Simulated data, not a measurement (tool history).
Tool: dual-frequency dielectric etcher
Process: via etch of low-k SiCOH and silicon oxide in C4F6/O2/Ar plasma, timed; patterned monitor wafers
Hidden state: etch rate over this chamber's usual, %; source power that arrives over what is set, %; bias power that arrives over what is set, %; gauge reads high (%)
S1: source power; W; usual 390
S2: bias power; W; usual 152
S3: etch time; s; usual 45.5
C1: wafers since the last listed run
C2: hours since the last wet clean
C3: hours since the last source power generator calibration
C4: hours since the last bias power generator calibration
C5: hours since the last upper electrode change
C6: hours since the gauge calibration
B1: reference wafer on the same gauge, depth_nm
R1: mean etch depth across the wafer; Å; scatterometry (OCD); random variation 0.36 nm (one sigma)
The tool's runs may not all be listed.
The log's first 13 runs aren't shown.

{"run": 14, "hour": 903.9, "S1": 390, "S2": 132, "S3": 45.5, "C1": 1464, "C2": 107.4, "C3": 2896.7, "C4": 572.9, "C5": 418.3, "C6": 2518.3, "B1": 95, "R1": 997}
{"run": 15, "hour": 969.2, "S1": 480, "S2": 152, "S3": 45.5, "C1": 1230, "C2": 172.7, "C3": 2962, "C4": 638.2, "C5": 483.6, "C6": 2583.6, "B1": 95.1, "R1": 1126}
{"hour": 976.0, "done": "gauge calibrated"}
{"run": 16, "hour": 1006.8, "S1": 390, "S2": 152, "S3": 45.5, "C1": 708, "C2": 210.3, "C3": 2999.6, "C4": 675.8, "C5": 521.2, "C6": 30.8, "B1": 94.9, "R1": 1057}
{"run": 17, "hour": 1097.9, "S1": 340, "S2": 152, "S3": 45.5, "C1": 1717, "C2": 301.4, "C3": 3090.7, "C4": 766.9, "C5": 612.3, "C6": 121.9, "B1": 95, "R1": 1023}
{"run": 18, "hour": 1235.0, "S1": 490, "S2": 152, "S3": 39.5, "C1": 2584, "C2": 438.5, "C3": 3227.8, "C4": 904, "C5": 749.4, "C6": 259, "B1": 95.1, "R1": 1008}
{"hour": 1262.6, "done": "source power generator calibrated"}
{"hour": 1355.8, "done": "wet clean of the chamber"}
{"run": 19, "hour": 1454.6, "S1": 390, "S2": 178, "S3": 58, "C1": 3611, "C2": 98.8, "C3": 192, "C4": 1123.6, "C5": 969, "C6": 478.6, "B1": 95, "R1": 1422}
{"run": 20, "hour": 1570.1, "S1": 450, "S2": 152, "S3": 45.5, "C1": 2177, "C2": 214.3, "C3": 307.5, "C4": 1239.1, "C5": 1084.5, "C6": 594.1, "B1": 94.9, "R1": 1116}
{"run": 21, "hour": 1669.8, "S1": 480, "S2": 165, "S3": 56, "C1": 1879, "C2": 314, "C3": 407.2, "C4": 1338.8, "C5": 1184.2, "C6": 693.8, "B1": 94.9, "R1": 1458}
{"run": 22, "hour": 1719.4, "S1": 330, "S2": 152, "S3": 54, "C1": 934, "C2": 363.6, "C3": 456.8, "C4": 1388.4, "C5": 1233.8, "C6": 743.4, "B1": 95, "R1": 1219}
{"run": 23, "hour": 1809.5, "S1": 350, "S2": 175, "S3": 53.5, "C1": 1698, "C2": 453.7, "C3": 546.9, "C4": 1478.5, "C5": 1323.9, "C6": 833.5, "B1": 95, "R1": 1305}
{"hour": 1877.5, "done": "wet clean of the chamber"}
{"run": 24, "hour": 1904.1, "S1": 390, "S2": 152, "S3": 45.5, "C1": 1330, "C2": 26.6, "C3": 641.5, "C4": 1573.1, "C5": 1418.5, "C6": 928.1, "B1": 95, "R1": 1052}
{"run": 25, "hour": 1942.8, "S1": 450, "S2": 140, "S3": 45.5, "C1": 729, "C2": 65.3, "C3": 680.2, "C4": 1611.8, "C5": 1457.2, "C6": 966.8, "B1": 95, "R1": 1070}
{"run": 26, "hour": 2011.5, "S1": 360, "S2": 166, "S3": 32, "C1": 1294, "C2": 134, "C3": 748.9, "C4": 1680.5, "C5": 1525.9, "C6": 1035.5, "B1": 95.1, "R1": 747}
{"run": 27, "hour": 2052.9, "S1": 390, "S2": 189, "S3": 45.5, "C1": 780, "C2": 175.4, "C3": 790.3, "C4": 1721.9, "C5": 1567.3, "C6": 1076.9, "B1": 95.2, "R1": 1156}
{"run": 28, "hour": 2097.8, "S1": 390, "S2": 119, "S3": 51.5, "C1": 846, "C2": 220.3, "C3": 835.2, "C4": 1766.8, "C5": 1612.2, "C6": 1121.8, "B1": 94.9, "R1": 1110}
{"run": 29, "hour": 2190.0, "S1": 490, "S2": 189, "S3": 38, "C1": 1737, "C2": 312.5, "C3": 927.4, "C4": 1859, "C5": 1704.4, "C6": 1214, "B1": 95, "R1": 1045}
{"run": 30, "hour": 2280.3, "S1": 390, "S2": 152, "S3": 45.5, "C1": 1702, "C2": 402.8, "C3": 1017.7, "C4": 1949.3, "C5": 1794.7, "C6": 1304.3, "B1": 94.9, "R1": 1088}

3 ways to go on from here, each from the tool as it stands after run 30. What would each give?
{"run": "A", "hour": 2280.7, "S1": 390, "S2": 152, "S3": 45.5, "C1": 7, "C2": 403.2, "C3": 1018.1, "C4": 1949.7, "C5": 1795.1, "C6": 1304.7, "B1": "?", "R1": "?"}
{"run": "B", "hour": 2280.7, "S1": 340, "S2": 152, "S3": 53.5, "C1": 7, "C2": 403.2, "C3": 1018.1, "C4": 1949.7, "C5": 1795.1, "C6": 1304.7, "B1": "?", "R1": "?"}
{"run": "C", "hour": 2280.7, "S1": 340, "S2": 118, "S3": 49, "C1": 7, "C2": 403.2, "C3": 1018.1, "C4": 1949.7, "C5": 1795.1, "C6": 1304.7, "B1": "?", "R1": "?"}

run=A B1=94.9 R1=1078
run=B B1=94.9 R1=1216
run=C B1=94.9 R1=1018
Without the tool's hidden state the same runs would have given:
run=A R1=1044
run=B R1=1177
run=C R1=985
